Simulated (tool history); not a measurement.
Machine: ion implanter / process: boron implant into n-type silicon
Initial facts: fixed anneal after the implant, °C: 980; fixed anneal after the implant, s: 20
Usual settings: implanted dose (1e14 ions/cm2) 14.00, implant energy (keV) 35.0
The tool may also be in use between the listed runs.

| run | hour | implanted dose (1e14 ions/cm2) | implant energy (keV) | read-back reference wafer on the same gauge, sheet resistance | sheet resistance of the implanted and annealed layer (ohm/square) |
|---|---|---|---|---|---|
| 1 | 0.0 | 11.74 | 35.0 | 83.47 | 105.89 |
| 2 | 50.0 | 11.74 | 35.0 | 83.61 | 106.85 |
| 3 | 110.0 | 11.74 | 35.0 | 83.67 | 106.58 |
| 4 | 212.9 | 16.16 | 35.0 | 83.54 | 84.68 |
| 5 | 288.8 | 16.16 | 35.0 | 83.77 | 84.16 |
| 6 | 379.7 | 16.16 | 35.0 | 83.65 | 85.70 |
| 7 | 452.6 | 14.00 | 35.0 | 83.67 | 94.06 |
| 8 | 542.0 | 14.00 | 35.0 | 83.67 | 93.81 |
| 9 | 598.8 | 14.00 | 35.0 | 83.62 | 93.43 |
| 10 | 663.6 | 13.11 | 35.0 | 83.66 | 97.58 |
| 11 | 713.4 | 16.67 | 35.0 | 83.64 | 82.59 |
| 12 | 772.3 | 14.00 | 30.0 | 83.58 | 94.23 |
| 13 | 855.7 | 14.00 | 24.5 | 83.70 | 97.02 |
| 14 | 953.9 | 10.60 | 23.5 | 83.56 | 117.75 |
| 15 | 1041.6 | 14.00 | 35.0 | 83.68 | 93.78 |
|  | 1066.3 | Faraday cup replaced and dose calibrated |
| 16 | 1089.4 | 12.12 | 35.0 | 83.71 | 103.96 |
|  | 1172.7 | extraction supply calibrated |
| 17 | 1181.6 | 15.53 | 43.5 | 83.85 | 85.72 |
|  | 1183.3 | gauge calibrated |
| 18 | 1241.6 | 11.85 | 44.5 | 83.61 | 105.64 |
| 19 | 1338.6 | 17.28 | 46.0 | 83.89 | 80.36 |
| 20 | 1495.8 | 14.00 | 35.0 | 83.64 | 93.08 |
| 21 | 1567.7 | 11.79 | 40.0 | 83.76 | 105.74 |
| 22 | 1606.8 | 12.12 | 35.0 | 83.74 | 104.46 |
| 23 | 1700.5 | 17.49 | 35.0 | 83.70 | 80.07 |
| 24 | 2018.8 | 14.00 | 35.0 | 83.74 | 93.67 |

Give the tool's hidden conditions for every run:
deviation of the true dose from the Faraday cup's reading, %: 0 at every run
deviation of the true energy from its setpoint, %: 0 at every run
gauge reads high (%): 0 at every run
